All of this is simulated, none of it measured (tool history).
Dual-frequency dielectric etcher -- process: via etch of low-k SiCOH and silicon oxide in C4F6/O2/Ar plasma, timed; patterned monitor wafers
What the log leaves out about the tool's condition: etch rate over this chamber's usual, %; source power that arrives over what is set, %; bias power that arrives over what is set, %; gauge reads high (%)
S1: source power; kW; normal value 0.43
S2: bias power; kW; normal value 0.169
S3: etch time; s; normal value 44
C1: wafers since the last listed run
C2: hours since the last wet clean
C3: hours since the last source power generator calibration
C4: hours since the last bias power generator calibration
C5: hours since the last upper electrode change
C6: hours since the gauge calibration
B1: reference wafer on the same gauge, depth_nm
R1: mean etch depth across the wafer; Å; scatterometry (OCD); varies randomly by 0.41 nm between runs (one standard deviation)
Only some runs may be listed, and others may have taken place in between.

run 1 hour=0 | S1=0.43 S2=0.169 S3=44 | C1=0 C2=444.1 C3=3277.2 C4=1196.4 C5=1664.8 C6=85.1 | B1=97 | R1=1141
-- hour=75.2 wet clean of the chamber
run 2 hour=84.2 | S1=0.43 S2=0.169 S3=44 | C1=768 C2=9 C3=3361.4 C4=1280.6 C5=1749 C6=169.3 | B1=97 | R1=1105
run 3 hour=190.9 | S1=0.43 S2=0.169 S3=44 | C1=1361 C2=115.7 C3=3468.1 C4=1387.3 C5=1855.7 C6=276 | B1=97 | R1=1106
run 4 hour=287.5 | S1=0.43 S2=0.169 S3=44 | C1=1232 C2=212.3 C3=3564.7 C4=1483.9 C5=1952.3 C6=372.6 | B1=96.9 | R1=1115
run 5 hour=378.6 | S1=0.43 S2=0.169 S3=44 | C1=1162 C2=303.4 C3=3655.8 C4=1575 C5=2043.4 C6=463.7 | B1=97 | R1=1120
-- hour=526.9 wet clean of the chamber
run 6 hour=636 | S1=0.43 S2=0.169 S3=44 | C1=2978 C2=109.1 C3=3913.2 C4=1832.4 C5=2300.8 C6=721.1 | B1=97 | R1=1110
run 7 hour=702.1 | S1=0.43 S2=0.169 S3=44 | C1=843 C2=175.2 C3=3979.3 C4=1898.5 C5=2366.9 C6=787.2 | B1=97.2 | R1=1115
run 8 hour=809.7 | S1=0.43 S2=0.169 S3=44 | C1=1373 C2=282.8 C3=4086.9 C4=2006.1 C5=2474.5 C6=894.8 | B1=97 | R1=1121
run 9 hour=867.4 | S1=0.43 S2=0.169 S3=44 | C1=736 C2=340.5 C3=4144.6 C4=2063.8 C5=2532.2 C6=952.5 | B1=97 | R1=1129
-- hour=915.5 upper electrode replaced
-- hour=974.8 wet clean of the chamber
run 10 hour=975.3 | S1=0.43 S2=0.169 S3=44 | C1=764 C2=0.5 C3=4252.5 C4=2171.7 C5=59.8 C6=1060.4 | B1=97.1 | R1=1092
run 11 hour=1063.8 | S1=0.43 S2=0.169 S3=44 | C1=1129 C2=89 C3=4341 C4=2260.2 C5=148.3 C6=1148.9 | B1=97 | R1=1102
-- hour=1173.1 bias power generator calibrated
run 12 hour=1325.4 | S1=0.43 S2=0.202 S3=48.5 | C1=3287 C2=350.6 C3=4602.6 C4=152.3 C5=409.9 C6=1410.5 | B1=97 | R1=1340
-- hour=1389.7 gauge calibrated
run 13 hour=1391.8 | S1=0.43 S2=0.202 S3=48.5 | C1=847 C2=417 C3=4669 C4=218.7 C5=476.3 C6=2.1 | B1=96.9 | R1=1333
-- hour=1437.6 source power generator calibrated
run 14 hour=1457.3 | S1=0.4 S2=0.203 S3=44 | C1=784 C2=482.5 C3=19.7 C4=284.2 C5=541.8 C6=67.6 | B1=97.1 | R1=1170
-- hour=1499.7 wet clean of the chamber
run 15 hour=1548.4 | S1=0.43 S2=0.169 S3=44 | C1=856 C2=48.7 C3=110.8 C4=375.3 C5=632.9 C6=158.7 | B1=97.1 | R1=1103
run 16 hour=1606.5 | S1=0.35 S2=0.169 S3=52.5 | C1=741 C2=106.8 C3=168.9 C4=433.4 C5=691 C6=216.8 | B1=96.9 | R1=1155
run 17 hour=1692.4 | S1=0.43 S2=0.185 S3=44 | C1=1096 C2=192.7 C3=254.8 C4=519.3 C5=776.9 C6=302.7 | B1=96.8 | R1=1158
run 18 hour=1750.2 | S1=0.48 S2=0.194 S3=44 | C1=737 C2=250.5 C3=312.6 C4=577.1 C5=834.7 C6=360.5 | B1=97 | R1=1268
run 19 hour=1803.2 | S1=0.43 S2=0.169 S3=44 | C1=676 C2=303.5 C3=365.6 C4=630.1 C5=887.7 C6=413.5 | B1=97 | R1=1123
run 20 hour=1905.9 | S1=0.43 S2=0.169 S3=51.5 | C1=1310 C2=406.2 C3=468.3 C4=732.8 C5=990.4 C6=516.2 | B1=97 | R1=1320
-- hour=1977.1 wet clean of the chamber
run 21 hour=1998.9 | S1=0.33 S2=0.128 S3=44 | C1=880 C2=21.8 C3=561.3 C4=825.8 C5=1083.4 C6=609.2 | B1=96.9 | R1=811
run 22 hour=2092.6 | S1=0.53 S2=0.136 S3=53 | C1=1195 C2=115.5 C3=655 C4=919.5 C5=1177.1 C6=702.9 | B1=97 | R1=1370
run 23 hour=2151.1 | S1=0.4 S2=0.182 S3=44 | C1=746 C2=174 C3=713.5 C4=978 C5=1235.6 C6=761.4 | B1=97.1 | R1=1093
run 24 hour=2209.2 | S1=0.5 S2=0.169 S3=53 | C1=741 C2=232.1 C3=771.6 C4=1036.1 C5=1293.7 C6=819.5 | B1=97 | R1=1458

Forecast run 25:
run 25 hour=2309.2 | S1=0.43 S2=0.153 S3=40.5 | C1=1276 C2=332.1 C3=871.6 C4=1136.1 C5=1393.7 C6=919.5 | B1=? | R1=?

{"run 25": {"B1": 96.8, "R1": 983}}
Were there no unlogged condition in the tool, this run, its random variation unchanged, would have produced R1 969 Å.
